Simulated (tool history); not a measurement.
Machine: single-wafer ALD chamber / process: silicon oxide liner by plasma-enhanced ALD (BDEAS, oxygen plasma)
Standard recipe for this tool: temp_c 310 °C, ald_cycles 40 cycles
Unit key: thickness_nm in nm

run,day,temp_c,ald_cycles,wafers since the last listed run,hours since the last thermocouple change,hours since the gauge calibration,"read-back reference wafer on the same gauge, thickness_nm",thickness_nm
1,0,310,40,0,1875.3,1150.3,3.397,3.805
2,3.229,310,40,489,1952.8,1227.8,3.404,3.805
3,6.162,310,40,445,2023.2,1298.2,3.405,3.795
4,16.562,310,40,1577,2272.8,1547.8,3.401,3.819
5,18.096,310,44,232,2309.6,1584.6,3.394,4.199
6,21.35,310,44,493,2387.7,1662.7,3.401,4.2
7,24.271,310,40,443,2457.8,1732.8,3.403,3.824
# day 25.746: gauge calibrated
8,26.829,310,40,388,2519.2,26,3.395,3.841
# day 28.367: thermocouple changed; heater temperature recalibrated
9,30.3,302,40,475,46.4,109.3,3.395,3.873
10,34.108,310,40,577,137.8,200.7,3.4,3.798
11,47.412,316,47,2018,457.1,520,3.402,4.409
12,52.983,310,40,845,590.8,653.7,3.394,3.821
13,54.658,310,47,254,631,693.9,3.398,4.505
14,57.204,325,37,386,692.1,755,3.399,3.401
15,60.404,316,33,485,768.9,831.8,3.4,3.131
16,63.671,315,45,495,847.3,910.2,3.396,4.268
17,66.404,324,40,414,912.9,975.8,3.406,3.746

For each run, what was the tool's unlogged condition?
wafer temperature above the value expected at the setpoint (K): 0 in every run
gauge reads high (%): 0 in every run

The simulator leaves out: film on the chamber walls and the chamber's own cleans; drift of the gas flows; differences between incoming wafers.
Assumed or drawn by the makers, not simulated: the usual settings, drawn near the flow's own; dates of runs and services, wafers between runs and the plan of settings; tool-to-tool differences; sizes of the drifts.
